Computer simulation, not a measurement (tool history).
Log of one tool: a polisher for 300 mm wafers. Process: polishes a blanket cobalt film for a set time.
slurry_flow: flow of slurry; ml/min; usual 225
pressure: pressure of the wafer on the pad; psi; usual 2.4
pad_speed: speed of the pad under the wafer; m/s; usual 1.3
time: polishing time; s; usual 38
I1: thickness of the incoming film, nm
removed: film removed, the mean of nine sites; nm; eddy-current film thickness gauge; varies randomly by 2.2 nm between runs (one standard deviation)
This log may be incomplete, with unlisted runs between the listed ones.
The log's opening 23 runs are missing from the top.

{"run": 24, "hour": 1644.6, "slurry_flow": 225, "pressure": 2.4, "pad_speed": 1.3, "time": 38, "I1": 1133.6, "removed": 235.2}
{"hour": 1656.6, "done": "worn pad replaced by a new one"}
{"run": 25, "hour": 1748.6, "slurry_flow": 175, "pressure": 2.4, "pad_speed": 0.92, "time": 38, "I1": 1113.4, "removed": 161.3}
{"run": 26, "hour": 1849.3, "slurry_flow": 225, "pressure": 2, "pad_speed": 1.3, "time": 34, "I1": 1103.8, "removed": 181.2}
{"run": 27, "hour": 1906.5, "slurry_flow": 225, "pressure": 2.4, "pad_speed": 1.3, "time": 38, "I1": 1105.7, "removed": 232.8}
{"run": 28, "hour": 1959.5, "slurry_flow": 250, "pressure": 3.2, "pad_speed": 1.3, "time": 33, "I1": 1122.9, "removed": 252.7}
{"run": 29, "hour": 2020.4, "slurry_flow": 225, "pressure": 2.4, "pad_speed": 1.56, "time": 49, "I1": 1132, "removed": 354.6}
{"run": 30, "hour": 2056.8, "slurry_flow": 260, "pressure": 2.4, "pad_speed": 0.98, "time": 51, "I1": 1123.9, "removed": 232.8}
{"run": 31, "hour": 2099.0, "slurry_flow": 225, "pressure": 2.4, "pad_speed": 1, "time": 38, "I1": 1110.5, "removed": 176.2}
{"hour": 2104.9, "done": "slurry nozzle cleaned"}
{"run": 32, "hour": 2161.5, "slurry_flow": 225, "pressure": 2.8, "pad_speed": 1.3, "time": 31, "I1": 1133.9, "removed": 222.4}
{"hour": 2202.3, "done": "worn pad replaced by a new one"}
{"run": 33, "hour": 2228.6, "slurry_flow": 260, "pressure": 2.4, "pad_speed": 1.3, "time": 38, "I1": 1121.8, "removed": 244.8}
{"hour": 2265.3, "done": "head pressure recalibrated"}
{"run": 34, "hour": 2300.8, "slurry_flow": 150, "pressure": 2.8, "pad_speed": 1.48, "time": 38, "I1": 1137.6, "removed": 293.9}
{"run": 35, "hour": 2399.2, "slurry_flow": 225, "pressure": 2, "pad_speed": 1.3, "time": 38, "I1": 1121.9, "removed": 207.6}
{"run": 36, "hour": 2460.4, "slurry_flow": 225, "pressure": 2.6, "pad_speed": 1.3, "time": 38, "I1": 1136.3, "removed": 251.1}
{"hour": 2638.4, "done": "slurry nozzle cleaned"}
{"run": 37, "hour": 2777.7, "slurry_flow": 260, "pressure": 2.4, "pad_speed": 1.3, "time": 38, "I1": 1101.9, "removed": 244.5}

Forecast each of these 4 alternatives for the next run:
{"run": "A", "hour": 2778.1, "slurry_flow": 225, "pressure": 2.4, "pad_speed": 0.94, "time": 38, "I1": 1106.6, "removed": "?"}
{"run": "B", "hour": 2778.1, "slurry_flow": 225, "pressure": 2.4, "pad_speed": 1.1, "time": 47, "I1": 1106.6, "removed": "?"}
{"run": "C", "hour": 2778.1, "slurry_flow": 190, "pressure": 2.4, "pad_speed": 1.3, "time": 38, "I1": 1106.6, "removed": "?"}
{"run": "D", "hour": 2778.1, "slurry_flow": 200, "pressure": 1.6, "pad_speed": 1.5, "time": 26, "I1": 1106.6, "removed": "?"}

run=A removed=169.8
run=B removed=245.7
run=C removed=231
run=D removed=134.7
What these runs would have given with no unlogged condition in the tool:
run=A removed=171.4
run=B removed=248.1
run=C removed=233.6
run=D removed=136.1
